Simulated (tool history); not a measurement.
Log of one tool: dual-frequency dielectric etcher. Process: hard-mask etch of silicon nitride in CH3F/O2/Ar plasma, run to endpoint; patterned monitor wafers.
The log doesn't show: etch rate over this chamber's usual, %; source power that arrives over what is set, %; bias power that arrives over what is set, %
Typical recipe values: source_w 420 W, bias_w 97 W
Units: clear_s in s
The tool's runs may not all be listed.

| run | day | source_w | bias_w | wafers since the last listed run | hours since the last wet clean | hours since the last source power generator calibration | hours since the last bias power generator calibration | hours since the last upper electrode change | incoming incoming film thickness, nm | clear_s |
|---|---|---|---|---|---|---|---|---|---|---|
| 1 | 0 | 500 | 106 | 0 | 294.1 | 4040.5 | 1797.9 | 1813.3 | 50.4 | 56.3 |
| 2 | 0.396 | 500 | 106 | 110 | 303.6 | 4050 | 1807.4 | 1822.8 | 49.09 | 54.7 |
| 3 | 0.988 | 500 | 106 | 165 | 317.8 | 4064.2 | 1821.6 | 1837 | 50.11 | 56.1 |
| 4 | 1.304 | 370 | 97 | 88 | 325.4 | 4071.8 | 1829.2 | 1844.6 | 49.24 | 65 |
| 5 | 1.629 | 370 | 97 | 90 | 333.2 | 4079.6 | 1837 | 1852.4 | 49.97 | 65.8 |
| 6 | 2.233 | 360 | 97 | 168 | 347.7 | 4094.1 | 1851.5 | 1866.9 | 49.49 | 66.2 |
| 7 | 2.775 | 420 | 97 | 151 | 360.7 | 4107.1 | 1864.5 | 1879.9 | 50.34 | 63.1 |
| 8 | 3.421 | 420 | 97 | 180 | 376.2 | 4122.6 | 1880 | 1895.4 | 49.49 | 62.1 |
| 9 | 3.858 | 420 | 97 | 122 | 386.7 | 4133.1 | 1890.5 | 1905.9 | 49.28 | 61.6 |
| 10 | 5.167 | 420 | 97 | 365 | 418.1 | 4164.5 | 1921.9 | 1937.3 | 49.25 | 61.6 |
| 11 | 5.8 | 420 | 97 | 176 | 433.3 | 4179.7 | 1937.1 | 1952.5 | 49.3 | 62.2 |
|  | 6.988 | wet clean of the chamber |
| 12 | 7.008 | 420 | 97 | 58 | 0.5 | 4208.7 | 1966.1 | 1981.5 | 49.76 | 58.7 |
| 13 | 7.021 | 420 | 97 | 3 | 0.8 | 4209 | 1966.4 | 1981.8 | 49.48 | 58.1 |
| 14 | 7.162 | 420 | 97 | 39 | 4.2 | 4212.4 | 1969.8 | 1985.2 | 49.34 | 58.1 |
| 15 | 7.612 | 420 | 97 | 125 | 15 | 4223.2 | 1980.6 | 1996 | 49.67 | 58.2 |
| 16 | 7.983 | 470 | 90 | 103 | 23.9 | 4232.1 | 1989.5 | 2004.9 | 49.45 | 57 |
| 17 | 8.704 | 340 | 79 | 201 | 41.2 | 4249.4 | 2006.8 | 2022.2 | 48.95 | 68.9 |
|  | 9.967 | upper electrode replaced |
|  | 10.017 | source power generator calibrated |
| 18 | 10.038 | 340 | 78 | 78 | 73.2 | 0.5 | 2038.8 | 1.7 | 49.64 | 70 |
| 19 | 10.054 | 420 | 97 | 4 | 73.6 | 0.9 | 2039.2 | 2.1 | 49.82 | 58.8 |
|  | 11.238 | wet clean of the chamber, repeated, since the last time left the tool worse |
| 20 | 11.258 | 420 | 97 | 57 | 0.5 | 29.8 | 2068.1 | 31 | 49.83 | 61.1 |
| 21 | 11.271 | 450 | 87 | 3 | 0.8 | 30.1 | 2068.4 | 31.3 | 48.76 | 60.8 |
|  | 12.2 | bias power generator calibrated |
| 22 | 12.638 | 390 | 114 | 335 | 33.6 | 62.9 | 10.5 | 64.1 | 49.53 | 58.4 |
| 23 | 12.988 | 500 | 76 | 97 | 42 | 71.3 | 18.9 | 72.5 | 49.21 | 62.4 |
| 24 | 13.608 | 420 | 84 | 173 | 56.9 | 86.2 | 33.8 | 87.4 | 49.67 | 64.7 |
| 25 | 13.992 | 420 | 105 | 107 | 66.1 | 95.4 | 43 | 96.6 | 49.01 | 58.2 |
| 26 | 14.733 | 420 | 97 | 207 | 83.9 | 113.2 | 60.8 | 114.4 | 48.95 | 60.1 |
| 27 | 15.221 | 370 | 97 | 136 | 95.6 | 124.9 | 72.5 | 126.1 | 49.37 | 64 |
| 28 | 15.746 | 470 | 79 | 146 | 108.2 | 137.5 | 85.1 | 138.7 | 48.83 | 62.6 |
| 29 | 16.392 | 360 | 119 | 180 | 123.7 | 153 | 100.6 | 154.2 | 48.92 | 59 |
| 30 | 17.079 | 510 | 120 | 192 | 140.2 | 169.5 | 117.1 | 170.7 | 49.66 | 51.5 |
| 31 | 17.429 | 470 | 90 | 97 | 148.6 | 177.9 | 125.5 | 179.1 | 49.69 | 60.6 |

Measured minus without-hidden-state, run by run (identical run-to-run variation in each term; gauge scatter may differ):
| run | clear_s |
|---|---|
| 1 | +1 |
| 2 | +1 |
| 3 | +1.1 |
| 4 | +1.2 |
| 5 | +1.3 |
| 6 | +1.3 |
| 7 | +1.4 |
| 8 | +1.4 |
| 9 | +1.3 |
| 10 | +1.4 |
| 11 | +1.5 |
| 12 | -2.6 |
| 13 | -2.6 |
| 14 | -2.6 |
| 15 | -2.6 |
| 16 | -2.5 |
| 17 | -3 |
| 18 | -2.9 |
| 19 | -2.4 |
| 20 | +0.1 |
| 21 | +0.1 |
| 22 | +0.1 |
| 23 | +0.1 |
| 24 | +0.2 |
| 25 | +0.2 |
| 26 | +0.3 |
| 27 | +0.3 |
| 28 | +0.4 |
| 29 | +0.4 |
| 30 | +0.4 |
| 31 | +0.5 |

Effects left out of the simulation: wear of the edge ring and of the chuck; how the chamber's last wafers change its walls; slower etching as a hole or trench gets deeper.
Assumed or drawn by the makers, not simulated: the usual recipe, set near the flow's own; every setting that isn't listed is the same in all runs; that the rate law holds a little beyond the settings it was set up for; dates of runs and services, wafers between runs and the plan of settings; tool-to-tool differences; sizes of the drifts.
